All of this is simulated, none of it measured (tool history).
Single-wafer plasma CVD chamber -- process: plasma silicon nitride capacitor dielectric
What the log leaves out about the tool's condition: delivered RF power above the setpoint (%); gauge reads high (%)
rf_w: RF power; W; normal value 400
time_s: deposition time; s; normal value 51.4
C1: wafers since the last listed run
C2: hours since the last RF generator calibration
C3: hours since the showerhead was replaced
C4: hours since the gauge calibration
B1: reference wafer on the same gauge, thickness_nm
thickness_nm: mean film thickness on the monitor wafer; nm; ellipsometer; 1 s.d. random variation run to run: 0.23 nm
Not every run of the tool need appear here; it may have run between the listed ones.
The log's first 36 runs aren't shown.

{"run": 37, "hour": 2775.6, "rf_w": 400, "time_s": 51.4, "C1": 2284, "C2": 776.4, "C3": 359.7, "C4": 244.9, "B1": 63.308, "thickness_nm": 67.52}
{"run": 38, "hour": 2856.0, "rf_w": 435, "time_s": 48.8, "C1": 1927, "C2": 856.8, "C3": 440.1, "C4": 325.3, "B1": 63.203, "thickness_nm": 64.846}
{"run": 39, "hour": 2938.1, "rf_w": 400, "time_s": 51.4, "C1": 1968, "C2": 938.9, "C3": 522.2, "C4": 407.4, "B1": 63.182, "thickness_nm": 67.67}
{"run": 40, "hour": 3013.7, "rf_w": 325, "time_s": 51.4, "C1": 1812, "C2": 1014.5, "C3": 597.8, "C4": 483, "B1": 63.131, "thickness_nm": 63.993}
{"run": 41, "hour": 3069.2, "rf_w": 400, "time_s": 44.5, "C1": 1330, "C2": 1070, "C3": 653.3, "C4": 538.5, "B1": 63.147, "thickness_nm": 58.271}
{"run": 42, "hour": 3122.5, "rf_w": 455, "time_s": 45, "C1": 1277, "C2": 1123.3, "C3": 706.6, "C4": 591.8, "B1": 63.138, "thickness_nm": 60.581}
{"run": 43, "hour": 3207.2, "rf_w": 400, "time_s": 51.4, "C1": 2030, "C2": 1208, "C3": 791.3, "C4": 676.5, "B1": 63.158, "thickness_nm": 67.028}
{"run": 44, "hour": 3306.1, "rf_w": 400, "time_s": 51.4, "C1": 2371, "C2": 1306.9, "C3": 890.2, "C4": 775.4, "B1": 62.995, "thickness_nm": 67.432}
{"run": 45, "hour": 3388.5, "rf_w": 400, "time_s": 51.4, "C1": 1975, "C2": 1389.3, "C3": 972.6, "C4": 857.8, "B1": 62.982, "thickness_nm": 67.222}

Predict each of these 3 candidate next runs independently; none follows another, all start after run 45:
{"run": "A", "hour": 3388.9, "rf_w": 400, "time_s": 51.4, "C1": 9, "C2": 1389.7, "C3": 973, "C4": 858.2, "B1": "?", "thickness_nm": "?"}
{"run": "B", "hour": 3388.9, "rf_w": 330, "time_s": 42.7, "C1": 9, "C2": 1389.7, "C3": 973, "C4": 858.2, "B1": "?", "thickness_nm": "?"}
{"run": "C", "hour": 3388.9, "rf_w": 425, "time_s": 45.5, "C1": 9, "C2": 1389.7, "C3": 973, "C4": 858.2, "B1": "?", "thickness_nm": "?"}

run=A B1=62.978 thickness_nm=67.436
run=B B1=62.978 thickness_nm=53.634
run=C B1=62.978 thickness_nm=60.546
The same runs, with their run-to-run variation unchanged, on a tool lacking any hidden condition would have given:
run=A thickness_nm=67.973
run=B thickness_nm=54.06
run=C thickness_nm=61.028

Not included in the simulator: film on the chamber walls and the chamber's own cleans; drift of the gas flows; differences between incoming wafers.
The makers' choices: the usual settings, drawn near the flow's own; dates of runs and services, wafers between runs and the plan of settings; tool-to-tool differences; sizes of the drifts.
